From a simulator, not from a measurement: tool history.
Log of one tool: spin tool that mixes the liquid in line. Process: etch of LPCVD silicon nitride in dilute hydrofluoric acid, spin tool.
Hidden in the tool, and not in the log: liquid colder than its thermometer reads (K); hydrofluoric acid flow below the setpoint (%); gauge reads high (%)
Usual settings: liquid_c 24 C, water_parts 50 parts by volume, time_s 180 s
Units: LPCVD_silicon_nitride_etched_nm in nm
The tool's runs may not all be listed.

run,hour,liquid_c,water_parts,time_s,wafers since the last listed run,hours since the thermometer was replaced,hours since the hydrofluoric acid flow meter was replaced,hours since the gauge calibration,"read-back film thickness of the LPCVD silicon nitride reference wafer, read on the same gauge (nm)",LPCVD_silicon_nitride_etched_nm
1,0,27.5,50,180,0,1541.8,1056,1070.5,149.97,2.095
2,25.6,24,50,180,230,1567.4,1081.6,1096.1,150.027,1.599
3,40.7,24,50,180,136,1582.5,1096.7,1111.2,150.006,1.662
# hour 60: gauge calibrated
4,60.4,24,50,180,177,1602.2,1116.4,0.4,149.952,1.641
5,118.5,24,50,220,523,1660.3,1174.5,58.5,149.992,1.957
6,132.7,24,50,220,128,1674.5,1188.7,72.7,150.004,1.973
7,151.9,24,50,220,173,1693.7,1207.9,91.9,150.014,1.991
8,185.1,22,50,180,299,1726.9,1241.1,125.1,150.004,1.424
9,199.5,24,50,180,129,1741.3,1255.5,139.5,150.002,1.638
10,221.5,24,50,180,198,1763.3,1277.5,161.5,150.028,1.589
# hour 240.4: hydrofluoric acid flow meter replaced
11,252.2,24,50,180,267,1794,11.8,192.2,149.991,1.821
12,279.9,24,50,180,249,1821.7,39.5,219.9,150.011,1.804
13,310.6,28,50,180,276,1852.4,70.2,250.6,150.005,2.383
14,378,28.5,50,145,607,1919.8,137.6,318,149.948,1.916
15,401.9,26.5,60,180,215,1943.7,161.5,341.9,150.038,1.791
16,425.4,24,50,180,211,1967.2,185,365.4,149.945,1.797
17,437.4,24,50,180,108,1979.2,197,377.4,149.991,1.823
18,472.1,28,50,260,312,2013.9,231.7,412.1,150.057,3.303
19,497.1,28,50,180,225,2038.9,256.7,437.1,150.012,2.291
20,532.2,24,25,180,316,2074,291.8,472.2,150.016,3.46
21,554.3,24,50,180,199,2096.1,313.9,494.3,149.993,1.813
# hour 586.6: thermometer replaced
22,587.5,19.5,50,140,290,0.9,347.1,527.5,149.992,1.032
23,618.5,26.5,70,75,279,31.9,378.1,558.5,150.007,0.626

Forecast run 24:
24,642.8,21.5,40,110,219,56.2,402.4,582.8,?,?

Run 24 gave read-back film thickness of the LPCVD silicon nitride reference wafer, read on the same gauge (nm) 150.015, LPCVD_silicon_nitride_etched_nm 1.104 nm.
Without the tool's hidden state the same run would have given LPCVD_silicon_nitride_etched_nm 1.166 nm.
